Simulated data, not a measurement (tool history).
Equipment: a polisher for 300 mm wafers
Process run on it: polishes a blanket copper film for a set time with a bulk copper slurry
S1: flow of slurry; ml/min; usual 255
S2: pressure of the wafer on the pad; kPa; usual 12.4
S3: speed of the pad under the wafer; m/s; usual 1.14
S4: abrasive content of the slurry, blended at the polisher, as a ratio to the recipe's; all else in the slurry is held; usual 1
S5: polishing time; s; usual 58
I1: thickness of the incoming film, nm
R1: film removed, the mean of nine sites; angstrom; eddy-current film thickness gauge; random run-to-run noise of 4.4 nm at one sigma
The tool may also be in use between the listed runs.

{"run": 1, "hour": 0.0, "S1": 255, "S2": 12.4, "S3": 1.14, "S4": 1, "S5": 58, "I1": 2956.5, "R1": 4445}
{"hour": 11.7, "done": "worn pad replaced by a new one"}
{"run": 2, "hour": 12.2, "S1": 255, "S2": 12.4, "S3": 1.14, "S4": 1, "S5": 58, "I1": 3025.1, "R1": 4385}
{"run": 3, "hour": 25.8, "S1": 255, "S2": 12.4, "S3": 1.14, "S4": 1, "S5": 58, "I1": 2975.9, "R1": 4451}
{"run": 4, "hour": 41.1, "S1": 255, "S2": 14.5, "S3": 1.14, "S4": 1, "S5": 58, "I1": 2959.1, "R1": 4953}
{"run": 5, "hour": 49.0, "S1": 255, "S2": 14.5, "S3": 1.14, "S4": 1, "S5": 58, "I1": 2965.4, "R1": 4938}
{"run": 6, "hour": 65.9, "S1": 255, "S2": 12.4, "S3": 1.14, "S4": 1, "S5": 58, "I1": 2974.8, "R1": 4370}
{"run": 7, "hour": 75.8, "S1": 255, "S2": 12.4, "S3": 1.14, "S4": 1, "S5": 58, "I1": 2976, "R1": 4284}
{"hour": 83.5, "done": "worn pad replaced by a new one"}
{"run": 8, "hour": 87.0, "S1": 255, "S2": 12.4, "S3": 1.14, "S4": 1, "S5": 58, "I1": 3029.1, "R1": 4308}
{"hour": 101.7, "done": "slurry blender recalibrated"}
{"run": 9, "hour": 103.2, "S1": 255, "S2": 12.4, "S3": 1.14, "S4": 1, "S5": 58, "I1": 2927.3, "R1": 4592}
{"run": 10, "hour": 110.6, "S1": 325, "S2": 11, "S3": 1.14, "S4": 1, "S5": 58, "I1": 2979.2, "R1": 4322}
{"hour": 118.3, "done": "slurry nozzle cleaned"}
{"run": 11, "hour": 118.8, "S1": 190, "S2": 9, "S3": 1.14, "S4": 1, "S5": 58, "I1": 3013.3, "R1": 3551}
{"run": 12, "hour": 126.0, "S1": 255, "S2": 15.9, "S3": 1.14, "S4": 0.9, "S5": 74, "I1": 2983.6, "R1": 6834}
{"run": 13, "hour": 132.8, "S1": 255, "S2": 12.4, "S3": 1.14, "S4": 1, "S5": 58, "I1": 3007.1, "R1": 4493}
{"run": 14, "hour": 148.2, "S1": 255, "S2": 12.4, "S3": 1.14, "S4": 1, "S5": 58, "I1": 3025.3, "R1": 4541}
{"hour": 152.3, "done": "worn pad replaced by a new one"}
{"run": 15, "hour": 158.0, "S1": 255, "S2": 15.2, "S3": 1.14, "S4": 1, "S5": 58, "I1": 2959.9, "R1": 5206}
{"hour": 180.7, "done": "head pressure recalibrated"}
{"run": 16, "hour": 189.9, "S1": 190, "S2": 12.4, "S3": 0.9, "S4": 0.7, "S5": 58, "I1": 3032.1, "R1": 3144}
{"run": 17, "hour": 199.0, "S1": 180, "S2": 15.9, "S3": 1.14, "S4": 1, "S5": 43, "I1": 2971.2, "R1": 3756}
{"run": 18, "hour": 205.8, "S1": 300, "S2": 12.4, "S3": 1.5, "S4": 1, "S5": 41, "I1": 2981.5, "R1": 4165}
{"run": 19, "hour": 215.8, "S1": 335, "S2": 12.4, "S3": 1.14, "S4": 1, "S5": 58, "I1": 3027.4, "R1": 4563}
{"run": 20, "hour": 223.5, "S1": 340, "S2": 12.4, "S3": 1.38, "S4": 1, "S5": 58, "I1": 3043.6, "R1": 5374}
{"hour": 232.1, "done": "worn pad replaced by a new one"}
{"run": 21, "hour": 240.5, "S1": 255, "S2": 14.5, "S3": 1.48, "S4": 1.25, "S5": 67, "I1": 3033.3, "R1": 7683}

What if the next run were any one of these 5? Each begins from the tool's condition after run 21:
{"run": "A", "hour": 240.9, "S1": 255, "S2": 12.4, "S3": 1.14, "S4": 1.15, "S5": 58, "I1": 2974.3, "R1": "?"}
{"run": "B", "hour": 240.9, "S1": 165, "S2": 11, "S3": 1.14, "S4": 1, "S5": 74, "I1": 2974.3, "R1": "?"}
{"run": "C", "hour": 240.9, "S1": 255, "S2": 11, "S3": 1.4, "S4": 1, "S5": 53, "I1": 2974.3, "R1": "?"}
{"run": "D", "hour": 240.9, "S1": 255, "S2": 15.2, "S3": 1.14, "S4": 0.75, "S5": 58, "I1": 2974.3, "R1": "?"}
{"run": "E", "hour": 240.9, "S1": 205, "S2": 12.4, "S3": 1.14, "S4": 1.25, "S5": 74, "I1": 2974.3, "R1": "?"}

run=A R1=4525
run=B R1=4816
run=C R1=4500
run=D R1=4743
run=E R1=5723
Had the tool no hidden state, the same runs would have come out as:
run=A R1=4816
run=B R1=5120
run=C R1=4784
run=D R1=5029
run=E R1=6096
